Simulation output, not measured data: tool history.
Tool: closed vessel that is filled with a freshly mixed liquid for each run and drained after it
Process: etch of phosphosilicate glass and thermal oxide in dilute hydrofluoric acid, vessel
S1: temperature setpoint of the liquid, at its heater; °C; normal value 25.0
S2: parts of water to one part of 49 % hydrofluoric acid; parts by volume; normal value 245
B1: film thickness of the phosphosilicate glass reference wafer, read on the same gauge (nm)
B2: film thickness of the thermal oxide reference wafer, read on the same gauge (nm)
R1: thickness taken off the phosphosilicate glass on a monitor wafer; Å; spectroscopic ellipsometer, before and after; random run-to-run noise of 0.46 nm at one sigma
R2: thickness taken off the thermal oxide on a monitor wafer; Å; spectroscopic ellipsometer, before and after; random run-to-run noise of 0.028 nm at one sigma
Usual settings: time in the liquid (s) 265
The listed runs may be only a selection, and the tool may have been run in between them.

run 1 hour=0.0 | S1=27.0 S2=245 time_in_the_liquid_(s)=300 | B1=148.63 B2=106.150 | R1=750.3 R2=58.35
-- hour=70.4 thermometer replaced
run 2 hour=72.2 | S1=27.0 S2=245 time_in_the_liquid_(s)=300 | B1=148.68 B2=106.187 | R1=752.5 R2=57.79
run 3 hour=169.5 | S1=25.0 S2=285 time_in_the_liquid_(s)=265 | B1=148.78 B2=106.287 | R1=506.4 R2=39.68
run 4 hour=220.6 | S1=25.0 S2=285 time_in_the_liquid_(s)=265 | B1=148.80 B2=106.249 | R1=504.5 R2=39.60
run 5 hour=299.3 | S1=25.0 S2=285 time_in_the_liquid_(s)=265 | B1=148.79 B2=106.242 | R1=503.8 R2=39.41
-- hour=320.6 gauge calibrated
run 6 hour=458.8 | S1=25.0 S2=195 time_in_the_liquid_(s)=265 | B1=141.88 B2=101.315 | R1=772.4 R2=60.71
run 7 hour=539.7 | S1=25.0 S2=310 time_in_the_liquid_(s)=105 | B1=142.45 B2=101.792 | R1=175.0 R2=13.38
run 8 hour=609.6 | S1=22.0 S2=245 time_in_the_liquid_(s)=395 | B1=142.95 B2=102.099 | R1=791.1 R2=62.17
run 9 hour=683.8 | S1=25.0 S2=350 time_in_the_liquid_(s)=265 | B1=143.47 B2=102.460 | R1=373.7 R2=29.23
run 10 hour=788.0 | S1=25.0 S2=350 time_in_the_liquid_(s)=265 | B1=144.10 B2=102.885 | R1=371.3 R2=29.32
run 11 hour=890.9 | S1=29.0 S2=290 time_in_the_liquid_(s)=205 | B1=144.60 B2=103.351 | R1=427.8 R2=33.30
run 12 hour=987.7 | S1=25.0 S2=245 time_in_the_liquid_(s)=265 | B1=145.13 B2=103.701 | R1=599.6 R2=47.06
run 13 hour=1027.2 | S1=25.0 S2=285 time_in_the_liquid_(s)=265 | B1=145.39 B2=103.836 | R1=495.2 R2=38.87
run 14 hour=1125.1 | S1=23.5 S2=175 time_in_the_liquid_(s)=325 | B1=145.80 B2=104.133 | R1=1047.1 R2=82.21
run 15 hour=1214.2 | S1=25.0 S2=290 time_in_the_liquid_(s)=265 | B1=146.23 B2=104.404 | R1=482.0 R2=37.81
-- hour=1267.8 thermometer replaced
run 16 hour=1304.8 | S1=25.0 S2=245 time_in_the_liquid_(s)=420 | B1=146.55 B2=104.675 | R1=965.4 R2=74.54
run 17 hour=1390.2 | S1=26.5 S2=320 time_in_the_liquid_(s)=225 | B1=146.82 B2=104.892 | R1=381.5 R2=29.90
run 18 hour=1485.7 | S1=25.0 S2=245 time_in_the_liquid_(s)=265 | B1=147.16 B2=105.123 | R1=601.3 R2=47.36
-- hour=1550.0 hydrofluoric acid flow meter replaced
run 19 hour=1682.6 | S1=25.0 S2=245 time_in_the_liquid_(s)=265 | B1=147.70 B2=105.534 | R1=608.9 R2=47.70
run 20 hour=1773.9 | S1=23.0 S2=245 time_in_the_liquid_(s)=265 | B1=147.93 B2=105.625 | R1=567.5 R2=44.27
run 21 hour=1810.7 | S1=25.0 S2=130 time_in_the_liquid_(s)=265 | B1=148.10 B2=105.782 | R1=1309.4 R2=101.55
run 22 hour=1881.8 | S1=25.0 S2=155 time_in_the_liquid_(s)=315 | B1=148.23 B2=105.882 | R1=1260.7 R2=99.53
run 23 hour=2186.8 | S1=21.0 S2=245 time_in_the_liquid_(s)=220 | B1=148.86 B2=106.279 | R1=442.8 R2=34.55
run 24 hour=2252.9 | S1=25.0 S2=245 time_in_the_liquid_(s)=265 | B1=148.93 B2=106.395 | R1=617.8 R2=47.64

What if the next run were any one of these 5? Each begins from the tool's condition after run 24:
run A hour=2253.6 | S1=25.0 S2=245 time_in_the_liquid_(s)=265 | B1=? B2=? | R1=? R2=?
run B hour=2253.6 | S1=23.0 S2=180 time_in_the_liquid_(s)=265 | B1=? B2=? | R1=? R2=?
run C hour=2253.6 | S1=25.0 S2=340 time_in_the_liquid_(s)=265 | B1=? B2=? | R1=? R2=?
run D hour=2253.6 | S1=23.5 S2=245 time_in_the_liquid_(s)=265 | B1=? B2=? | R1=? R2=?
run E hour=2253.6 | S1=27.5 S2=335 time_in_the_liquid_(s)=415 | B1=? B2=? | R1=? R2=?

run=A B1=148.92 B2=106.426 R1=611.5 R2=48.22
run=B B1=148.92 B2=106.426 R1=828.7 R2=65.35
run=C B1=148.92 B2=106.426 R1=400.7 R2=31.59
run=D B1=148.92 B2=106.426 R1=579.5 R2=45.70
run=E B1=148.92 B2=106.426 R1=695.0 R2=54.81
What these runs would have given with no unlogged condition in the tool:
run=A R1=574.8 R2=45.33
run=B R1=779.0 R2=61.43
run=C R1=376.6 R2=29.70
run=D R1=544.8 R2=42.96
run=E R1=653.3 R2=51.52

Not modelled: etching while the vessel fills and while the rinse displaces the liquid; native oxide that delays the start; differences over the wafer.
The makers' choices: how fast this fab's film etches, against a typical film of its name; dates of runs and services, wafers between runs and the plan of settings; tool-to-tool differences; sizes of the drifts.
